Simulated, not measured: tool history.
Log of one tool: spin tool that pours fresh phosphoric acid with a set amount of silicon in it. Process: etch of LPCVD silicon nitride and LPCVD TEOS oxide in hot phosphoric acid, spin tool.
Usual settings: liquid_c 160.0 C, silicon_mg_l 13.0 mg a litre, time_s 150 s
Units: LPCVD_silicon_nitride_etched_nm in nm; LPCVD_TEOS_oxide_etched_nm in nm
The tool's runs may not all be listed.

| run | hour | liquid_c | silicon_mg_l | time_s | wafers since the last listed run | hours since the thermometer was replaced | hours since the dissolved silicon flow meter was replaced | hours since the heated supply line was repaired | hours since the gauge calibration | read-back film thickness of the LPCVD silicon nitride reference wafer, read on the same gauge (nm) | read-back film thickness of the LPCVD TEOS oxide reference wafer, read on the same gauge (nm) | LPCVD_silicon_nitride_etched_nm | LPCVD_TEOS_oxide_etched_nm |
|---|---|---|---|---|---|---|---|---|---|---|---|---|---|
| 1 | 0.0 | 160.0 | 13.0 | 150 | 0 | 335.8 | 188.2 | 1408.0 | 655.8 | 129.98 | 40.015 | 12.60 | 0.372 |
| 2 | 71.6 | 160.0 | 13.0 | 215 | 632 | 407.4 | 259.8 | 1479.6 | 727.4 | 129.97 | 40.024 | 18.32 | 0.559 |
| 3 | 96.9 | 160.0 | 13.0 | 215 | 223 | 432.7 | 285.1 | 1504.9 | 752.7 | 130.01 | 40.010 | 18.50 | 0.596 |
| 4 | 144.2 | 160.0 | 13.0 | 215 | 418 | 480.0 | 332.4 | 1552.2 | 800.0 | 130.01 | 39.985 | 18.11 | 0.576 |
| 5 | 186.4 | 160.0 | 13.0 | 150 | 373 | 522.2 | 374.6 | 1594.4 | 842.2 | 130.00 | 39.981 | 12.94 | 0.420 |
| 6 | 244.2 | 162.5 | 20.5 | 65 | 510 | 580.0 | 432.4 | 1652.2 | 900.0 | 130.01 | 39.981 | 6.11 | 0.186 |
| 7 | 269.1 | 160.0 | 13.0 | 150 | 220 | 604.9 | 457.3 | 1677.1 | 924.9 | 130.01 | 40.019 | 12.73 | 0.400 |
| 8 | 328.8 | 162.5 | 7.0 | 150 | 527 | 664.6 | 517.0 | 1736.8 | 984.6 | 129.98 | 39.991 | 13.94 | 0.530 |
|  | 335.4 | heated supply line repaired |
| 9 | 376.0 | 160.0 | 21.0 | 150 | 408 | 711.8 | 564.2 | 40.6 | 1031.8 | 130.02 | 39.980 | 14.10 | 0.427 |
|  | 394.5 | gauge calibrated |
| 10 | 436.7 | 160.0 | 13.0 | 150 | 536 | 772.5 | 624.9 | 101.3 | 42.2 | 130.00 | 40.013 | 14.09 | 0.503 |
| 11 | 491.7 | 162.0 | 13.0 | 100 | 486 | 827.5 | 679.9 | 156.3 | 97.2 | 130.01 | 39.992 | 10.27 | 0.432 |
| 12 | 550.3 | 161.0 | 8.0 | 150 | 518 | 886.1 | 738.5 | 214.9 | 155.8 | 130.00 | 39.965 | 14.66 | 0.632 |
|  | 590.7 | thermometer replaced |
| 13 | 607.6 | 160.0 | 17.5 | 120 | 497 | 16.9 | 795.8 | 272.2 | 213.1 | 130.02 | 40.007 | 10.75 | 0.312 |
| 14 | 650.1 | 158.5 | 5.0 | 150 | 375 | 59.4 | 838.3 | 314.7 | 255.6 | 130.00 | 40.027 | 12.80 | 0.415 |
| 15 | 678.0 | 160.0 | 13.0 | 150 | 246 | 87.3 | 866.2 | 342.6 | 283.5 | 129.98 | 39.988 | 13.44 | 0.466 |
| 16 | 719.7 | 157.0 | 13.0 | 150 | 368 | 129.0 | 907.9 | 384.3 | 325.2 | 130.02 | 40.012 | 12.24 | 0.336 |
| 17 | 770.2 | 160.0 | 13.0 | 175 | 446 | 179.5 | 958.4 | 434.8 | 375.7 | 130.01 | 39.994 | 15.60 | 0.542 |
| 18 | 820.2 | 160.0 | 10.0 | 150 | 441 | 229.5 | 1008.4 | 484.8 | 425.7 | 129.98 | 39.973 | 13.44 | 0.496 |
| 19 | 864.9 | 160.0 | 13.0 | 150 | 395 | 274.2 | 1053.1 | 529.5 | 470.4 | 129.98 | 40.001 | 13.28 | 0.386 |
| 20 | 927.1 | 160.0 | 13.0 | 150 | 549 | 336.4 | 1115.3 | 591.7 | 532.6 | 130.00 | 39.987 | 13.17 | 0.435 |
| 21 | 996.7 | 159.0 | 4.0 | 150 | 615 | 406.0 | 1184.9 | 661.3 | 602.2 | 130.01 | 40.004 | 12.77 | 0.458 |
| 22 | 1062.7 | 158.0 | 21.0 | 65 | 583 | 472.0 | 1250.9 | 727.3 | 668.2 | 130.04 | 39.976 | 5.38 | 0.136 |
|  | 1096.7 | dissolved silicon flow meter replaced |
| 23 | 1097.2 | 162.5 | 13.0 | 150 | 296 | 506.5 | 0.5 | 761.8 | 702.7 | 130.00 | 39.995 | 14.69 | 0.514 |

Some steps in LPCVD_silicon_nitride_etched_nm between neighbouring runs. How much of each would the tool show without its hidden state too (settings, what came in, random variation), and how much is left for the hidden state, with any gauge scatter that isn't in both results?
The hidden state here: liquid hotter than its thermometer reads (K); dissolved silicon flow above the setpoint (%); temperature lost on the way to the wafer (K); gauge reads high (%).
Run 8 -> 9: liquid_c 162.5 -> 160.0, silicon_mg_l 7.0 -> 21.0, heated supply line repaired. LPCVD_silicon_nitride_etched_nm +0.16 nm: hidden state +1.38, all else -1.22.
Run 12 -> 13: liquid_c 161.0 -> 160.0, silicon_mg_l 8.0 -> 17.5, time_s 150 -> 120, thermometer replaced. LPCVD_silicon_nitride_etched_nm -3.91 nm: hidden state -0.90, all else -3.01.
Run 21 -> 22: liquid_c 159.0 -> 158.0, silicon_mg_l 4.0 -> 21.0, time_s 150 -> 65. LPCVD_silicon_nitride_etched_nm -7.39 nm: hidden state +0.17, all else -7.56.
Run 22 -> 23: liquid_c 158.0 -> 162.5, silicon_mg_l 21.0 -> 13.0, time_s 65 -> 150, dissolved silicon flow meter replaced. LPCVD_silicon_nitride_etched_nm +9.31 nm: hidden state -0.20, all else +9.51.

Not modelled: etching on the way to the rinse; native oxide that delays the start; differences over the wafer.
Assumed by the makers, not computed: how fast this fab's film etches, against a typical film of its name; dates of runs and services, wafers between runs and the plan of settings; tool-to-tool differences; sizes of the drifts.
